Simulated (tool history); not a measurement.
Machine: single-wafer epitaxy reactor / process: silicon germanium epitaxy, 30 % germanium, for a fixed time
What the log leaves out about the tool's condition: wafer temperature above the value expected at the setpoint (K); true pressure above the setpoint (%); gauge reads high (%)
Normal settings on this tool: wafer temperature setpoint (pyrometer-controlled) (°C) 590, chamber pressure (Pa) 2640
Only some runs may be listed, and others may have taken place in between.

run   hour  wafer temperature setpoint (pyrometer-controlled) (°C)  chamber pressure (Pa)  wafers since the last listed run  hours since the last pyrometer calibration  hours since the last manometer calibration  hours since the showerhead was replaced  hours since the gauge calibration  read-back reference wafer on the same gauge, thickness_nm  mean film thickness on the monitor wafer (nm)
  1      0                                                     590                   2640                                 0                                      1244.9                                      2390.3                                   5637.8                               84.6                                                     39.418                                          42.39
  2    7.4                                                     590                   2640                               124                                      1252.3                                      2397.7                                   5645.2                                 92                                                     39.398                                         42.503
  3     24                                                     590                   2640                               278                                      1268.9                                      2414.3                                   5661.8                              108.6                                                     39.414                                         42.423
  4   40.1                                                     590                   2640                               270                                        1285                                      2430.4                                   5677.9                              124.7                                                     39.444                                         42.053
  5   53.6                                                     590                   2640                               226                                      1298.5                                      2443.9                                   5691.4                              138.2                                                     39.446                                         42.443
  6   69.9                                                     590                   2640                               273                                      1314.8                                      2460.2                                   5707.7                              154.5                                                     39.429                                         42.269
      73.2  -- gauge calibrated
  7   79.1                                                     590                   2640                               154                                        1324                                      2469.4                                   5716.9                                5.9                                                      39.34                                         41.913
  8   96.7                                                     590                   2640                               295                                      1341.6                                        2487                                   5734.5                               23.5                                                     39.323                                         42.062
  9  103.5                                                     590                   2640                               114                                      1348.4                                      2493.8                                   5741.3                               30.3                                                     39.387                                         42.386
 10  112.6                                                     590                   2986                               152                                      1357.5                                      2502.9                                   5750.4                               39.4                                                     39.376                                         43.594
 11    132                                                     590                   2986                               325                                      1376.9                                      2522.3                                   5769.8                               58.8                                                     39.334                                         43.896
 12  145.7                                                     590                   2986                               229                                      1390.6                                        2536                                   5783.5                               72.5                                                     39.339                                         43.413
 13  161.3                                                     590                   2640                               261                                      1406.2                                      2551.6                                   5799.1                               88.1                                                     39.402                                         41.866
     178.9  -- pyrometer calibrated
 14  179.3                                                     590                   2640                               167                                         0.4                                      2569.6                                   5817.1                              106.1                                                      39.41                                         47.158
     189.3  -- capacitance manometer re-zeroed and calibrated
 15  189.8                                                     602                   2906                                41                                        10.9                                         0.5                                   5827.6                              116.6                                                     39.398                                         63.549
 16  201.7                                                     582                   3226                               199                                        22.8                                        12.4                                   5839.5                              128.5                                                     39.322                                         42.436
 17  216.4                                                     602                   3240                               246                                        37.5                                        27.1                                   5854.2                              143.2                                                     39.416                                         65.147
 18    229                                                     590                   2640                               211                                        50.1                                        39.7                                   5866.8                              155.8                                                     39.418                                         47.483
 19  243.5                                                     585                   2440                               243                                        64.6                                        54.2                                   5881.3                              170.3                                                     39.378                                         41.272
     255.9  -- gauge calibrated
     260.5  -- showerhead replaced
 20    261                                                     590                   2373                               159                                        82.1                                        71.7                                      0.5                                5.1                                                      39.33                                         45.423
 21    274                                                     597                   2320                               218                                        95.1                                        84.7                                     13.5                               18.1                                                     39.391                                         52.192

The next listed run, before its measurement:
 22  288.3                                                     575                   2640                               240                                       109.4                                          99                                     27.8                               32.4                                                          ?                                              ?

Run 22 gave read-back reference wafer on the same gauge, thickness_nm 39.513, mean film thickness on the monitor wafer (nm) 33.976.
Were there no unlogged condition in the tool, this run, its random variation unchanged, would have produced mean film thickness on the monitor wafer (nm) 34.298.

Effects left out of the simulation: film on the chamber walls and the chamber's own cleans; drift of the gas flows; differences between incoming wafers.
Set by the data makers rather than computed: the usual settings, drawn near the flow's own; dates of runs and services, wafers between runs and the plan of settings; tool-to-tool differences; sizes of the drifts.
